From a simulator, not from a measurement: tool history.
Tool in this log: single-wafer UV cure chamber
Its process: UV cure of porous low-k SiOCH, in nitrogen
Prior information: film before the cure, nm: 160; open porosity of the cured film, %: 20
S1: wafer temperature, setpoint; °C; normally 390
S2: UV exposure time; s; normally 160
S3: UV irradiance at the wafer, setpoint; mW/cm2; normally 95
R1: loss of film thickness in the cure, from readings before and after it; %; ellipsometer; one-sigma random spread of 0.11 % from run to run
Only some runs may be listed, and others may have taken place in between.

run,hour,S1,S2,S3,R1
1,0,386,160,95,11.201
2,63.3,390,160,95,11.174
3,107.3,390,160,95,11.138
4,176.1,390,160,95,11.033
5,230.5,390,160,95,10.917
6,296.6,390,100,95,8.793
7,323.7,390,225,95,12.606
8,379.5,390,160,95,10.804
9,450.3,390,160,95,10.766
# hour 475.6: UV bulbs replaced
10,477.1,401,160,85,10.458
11,513.2,401,160,85,10.398
12,568.2,401,160,85,10.331
13,607.1,390,160,95,10.662
# hour 657.8: quartz window cleaned
14,658.3,390,160,95,11.154
15,687.9,390,160,95,10.934
16,757.7,407,130,68,8.913
17,784.3,390,160,95,11.16
18,833.5,390,230,95,12.82
19,879.5,399,90,59,6.4
20,929.1,375,160,95,10.589
21,989.8,407,130,68,8.752
22,1051.1,390,85,107,8.478
23,1082.3,390,160,95,10.796
24,1109.7,372,65,107,6.917
25,1144.8,390,160,95,10.76
26,1180.4,374,160,107,11.052
27,1236.3,382,130,95,9.565
28,1287.8,390,95,114,8.949
29,1315.6,390,205,95,11.552
# hour 1361: quartz window cleaned
30,1361.5,376,160,95,10.835
31,1380.9,390,160,77,10.477

Each row is a separate what-if for the run after 31, all from the same tool condition, not one after another. Results?
A,1381.4,390,160,72,?
B,1381.4,396,90,107,?
C,1381.4,384,65,131,?

run,R1
A,10.011
B,9.293
C,8.521
Take away the tool's hidden state, keep each run's random variation, and the runs would have read:
run,R1
A,10.049
B,9.331
C,8.558
